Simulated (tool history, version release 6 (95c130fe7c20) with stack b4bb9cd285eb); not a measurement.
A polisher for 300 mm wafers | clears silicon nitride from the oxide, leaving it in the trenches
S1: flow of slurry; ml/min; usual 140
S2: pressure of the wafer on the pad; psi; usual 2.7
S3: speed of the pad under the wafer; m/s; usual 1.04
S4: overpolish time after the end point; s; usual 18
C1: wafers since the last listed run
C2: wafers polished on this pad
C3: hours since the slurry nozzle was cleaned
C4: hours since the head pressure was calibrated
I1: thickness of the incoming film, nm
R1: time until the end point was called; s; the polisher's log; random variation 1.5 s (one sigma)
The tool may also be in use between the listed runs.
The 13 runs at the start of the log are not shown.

run     day   S1   S2    S3  S4   C1    C2     C3     C4     I1     R1
 14  40.929  140  2.7  1.04  10  182  1002  311.3  527.1  110.4  136.4
 15  43.883  140  2.7  1.04  10  309  1312  382.2    598  110.1  132.9
     45.004  -- slurry nozzle cleaned
 16  45.912  165  2.3  1.22   8  208  1520   21.8  646.7  111.2  127.3
 17  48.054  140  2.7  1.04  18  224  1745   73.2  698.1  111.4  131.6
     49.108  -- head pressure recalibrated
 18  50.167  140  3.2  0.68  24  212  1957  123.9   25.4  108.7  156.5
     50.612  -- worn pad replaced by a new one, of another model than before
 19  51.417  140  3.3  1.04  22  113    84  153.9   55.4  109.5  123.7
 20  54.333  140  2.7  1.04  18  305   390  223.9  125.4    108  143.3
 21  56.921  180  3.2  0.86  18  271   661    286  187.5  111.4  135.8
 22  59.512  120  3.3  1.18  23  271   932  348.2  249.7  110.9  130.1
 23  60.679  140  2.7  1.04  18  122  1054  376.2  277.7  111.1  147.9
     60.967  -- slurry nozzle cleaned
 24  61.725  140  2.7  1.04  18  105  1160   18.2  302.8  108.4  124.4
 25  63.504  140  2.7  1.04  18  186  1346   60.9  345.5    111  132.2
 26   65.55   90  3.4  1.38  12  214  1560    110  394.6  110.8  118.7
     67.688  -- worn pad replaced by a new one
 27  68.071  100  2.7  1.04  28  246    40  170.5  455.1  108.7  154.1
 28  69.471  140  2.7  1.04  18  146   186  204.1  488.7  112.1  143.1
 29    72.2  140  2.7   0.9  11  285   472  269.6  554.2  110.5  157.8
 30  73.283  140  2.7  0.78  18  113   586  295.6  580.2  108.8    169
 31  75.512  190    2  1.34  25  233   819  349.1  633.7  109.6  132.5
     76.662  -- head pressure recalibrated
 32  77.592  170  3.5  1.18  18  209  1028    399   22.3  112.2    111
 33  78.721  140  2.7  1.04  18  118  1147  426.1   49.4  111.1  147.8
     81.867  -- slurry nozzle cleaned
 34  84.112  140  2.3  1.04  26  560  1707   53.9  178.8  107.8  136.7
     84.946  -- worn pad replaced by a new one
 35  85.175  140  2.4  0.76  18   93    23   79.4  204.3  110.4  164.6

5 ways to go on from here, each from the tool as it stands after run 35. What would each give?
  A  85.196  140  2.7  1.04  18   2  26  79.9  204.8  108.7   ?
  B  85.196  100  2.7   1.2  18   2  26  79.9  204.8  108.7   ?
  C  85.196  165  2.2  1.04  11   2  26  79.9  204.8  108.7   ?
  D  85.196  125  2.7  1.04  14   2  26  79.9  204.8  108.7   ?
  E  85.196  140    2  1.18  27   2  26  79.9  204.8  108.7   ?

run     R1
  A  133.1
  B  136.5
  C  142.7
  D  137.3
  E  144.7
Without the tool's hidden state the same runs would have given:
run     R1
  A  126.6
  B  127.1
  C  136.8
  D  129.8
  E  137.6
